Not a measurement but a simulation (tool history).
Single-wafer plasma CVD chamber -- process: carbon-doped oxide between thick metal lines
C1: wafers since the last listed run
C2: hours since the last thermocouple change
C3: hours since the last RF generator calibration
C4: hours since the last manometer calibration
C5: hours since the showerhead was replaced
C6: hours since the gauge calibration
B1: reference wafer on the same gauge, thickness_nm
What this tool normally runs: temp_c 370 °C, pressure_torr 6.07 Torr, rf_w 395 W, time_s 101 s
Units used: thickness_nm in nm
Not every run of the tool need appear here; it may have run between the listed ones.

run 1 day=0.000 | temp_c=365 pressure_torr=6.07 rf_w=395 time_s=101 | C1=0 C2=2061.0 C3=2205.0 C4=657.8 C5=4446.1 C6=203.3 | B1=348.997 | thickness_nm=395.684
run 2 day=1.742 | temp_c=370 pressure_torr=6.07 rf_w=395 time_s=101 | C1=313 C2=2102.8 C3=2246.8 C4=699.6 C5=4487.9 C6=245.1 | B1=348.900 | thickness_nm=390.049
run 3 day=2.912 | temp_c=370 pressure_torr=6.07 rf_w=395 time_s=101 | C1=210 C2=2130.9 C3=2274.9 C4=727.7 C5=4516.0 C6=273.2 | B1=349.003 | thickness_nm=390.116
run 4 day=5.600 | temp_c=370 pressure_torr=6.07 rf_w=395 time_s=101 | C1=483 C2=2195.4 C3=2339.4 C4=792.2 C5=4580.5 C6=337.7 | B1=349.246 | thickness_nm=392.669
run 5 day=7.529 | temp_c=370 pressure_torr=6.07 rf_w=395 time_s=101 | C1=347 C2=2241.7 C3=2385.7 C4=838.5 C5=4626.8 C6=384.0 | B1=348.966 | thickness_nm=389.791
run 6 day=9.500 | temp_c=370 pressure_torr=6.07 rf_w=395 time_s=101 | C1=354 C2=2289.0 C3=2433.0 C4=885.8 C5=4674.1 C6=431.3 | B1=348.898 | thickness_nm=389.462
run 7 day=12.225 | temp_c=370 pressure_torr=6.07 rf_w=395 time_s=101 | C1=490 C2=2354.4 C3=2498.4 C4=951.2 C5=4739.5 C6=496.7 | B1=348.963 | thickness_nm=391.358
-- day=13.821 RF generator calibrated
run 8 day=14.121 | temp_c=370 pressure_torr=6.07 rf_w=395 time_s=101 | C1=281 C2=2399.9 C3=7.2 C4=996.7 C5=4785.0 C6=542.2 | B1=348.823 | thickness_nm=408.503
run 9 day=15.883 | temp_c=370 pressure_torr=6.07 rf_w=395 time_s=101 | C1=317 C2=2442.2 C3=49.5 C4=1039.0 C5=4827.3 C6=584.5 | B1=348.919 | thickness_nm=405.743
run 10 day=18.071 | temp_c=370 pressure_torr=6.07 rf_w=450 time_s=118 | C1=393 C2=2494.7 C3=102.0 C4=1091.5 C5=4879.8 C6=637.0 | B1=348.951 | thickness_nm=507.665
-- day=18.571 capacitance manometer re-zeroed and calibrated
-- day=19.217 showerhead replaced
run 11 day=19.238 | temp_c=356 pressure_torr=6.07 rf_w=395 time_s=101 | C1=89 C2=2522.7 C3=130.0 C4=16.0 C5=0.5 C6=665.0 | B1=348.852 | thickness_nm=417.353
run 12 day=20.383 | temp_c=370 pressure_torr=6.07 rf_w=450 time_s=118 | C1=206 C2=2550.2 C3=157.5 C4=43.5 C5=28.0 C6=692.5 | B1=348.940 | thickness_nm=506.546
run 13 day=22.275 | temp_c=370 pressure_torr=6.07 rf_w=395 time_s=101 | C1=340 C2=2595.6 C3=202.9 C4=88.9 C5=73.4 C6=737.9 | B1=348.821 | thickness_nm=405.073
-- day=24.392 gauge calibrated
-- day=24.496 thermocouple changed; heater temperature recalibrated
run 14 day=24.517 | temp_c=377 pressure_torr=6.81 rf_w=470 time_s=96 | C1=343 C2=0.5 C3=256.7 C4=142.7 C5=127.2 C6=3.0 | B1=348.911 | thickness_nm=417.662
run 15 day=27.050 | temp_c=370 pressure_torr=7.10 rf_w=395 time_s=101 | C1=455 C2=61.3 C3=317.5 C4=203.5 C5=188.0 C6=63.8 | B1=349.140 | thickness_nm=407.254
run 16 day=28.217 | temp_c=370 pressure_torr=6.07 rf_w=395 time_s=116 | C1=209 C2=89.3 C3=345.5 C4=231.5 C5=216.0 C6=91.8 | B1=348.953 | thickness_nm=460.823
run 17 day=31.100 | temp_c=357 pressure_torr=6.07 rf_w=395 time_s=101 | C1=518 C2=158.5 C3=414.7 C4=300.7 C5=285.2 C6=161.0 | B1=349.209 | thickness_nm=410.778
run 18 day=32.417 | temp_c=370 pressure_torr=6.07 rf_w=395 time_s=101 | C1=236 C2=190.1 C3=446.3 C4=332.3 C5=316.8 C6=192.6 | B1=349.036 | thickness_nm=402.005

Alternative continuations, all from the tool just after run 18; predict every row:
run A day=32.433 | temp_c=370 pressure_torr=6.07 rf_w=395 time_s=101 | C1=2 C2=190.5 C3=446.7 C4=332.7 C5=317.2 C6=193.0 | B1=? | thickness_nm=?
run B day=32.433 | temp_c=360 pressure_torr=7.35 rf_w=320 time_s=92 | C1=2 C2=190.5 C3=446.7 C4=332.7 C5=317.2 C6=193.0 | B1=? | thickness_nm=?
run C day=32.433 | temp_c=370 pressure_torr=7.21 rf_w=420 time_s=112 | C1=2 C2=190.5 C3=446.7 C4=332.7 C5=317.2 C6=193.0 | B1=? | thickness_nm=?
run D day=32.433 | temp_c=378 pressure_torr=4.87 rf_w=370 time_s=93 | C1=2 C2=190.5 C3=446.7 C4=332.7 C5=317.2 C6=193.0 | B1=? | thickness_nm=?

run=A B1=349.061 thickness_nm=400.585
run=B B1=349.061 thickness_nm=340.742
run=C B1=349.061 thickness_nm=464.380
run=D B1=349.061 thickness_nm=342.757
Had the tool no hidden state, the same runs would have come out as:
run=A thickness_nm=409.322
run=B thickness_nm=348.470
run=C thickness_nm=474.466
run=D thickness_nm=350.531

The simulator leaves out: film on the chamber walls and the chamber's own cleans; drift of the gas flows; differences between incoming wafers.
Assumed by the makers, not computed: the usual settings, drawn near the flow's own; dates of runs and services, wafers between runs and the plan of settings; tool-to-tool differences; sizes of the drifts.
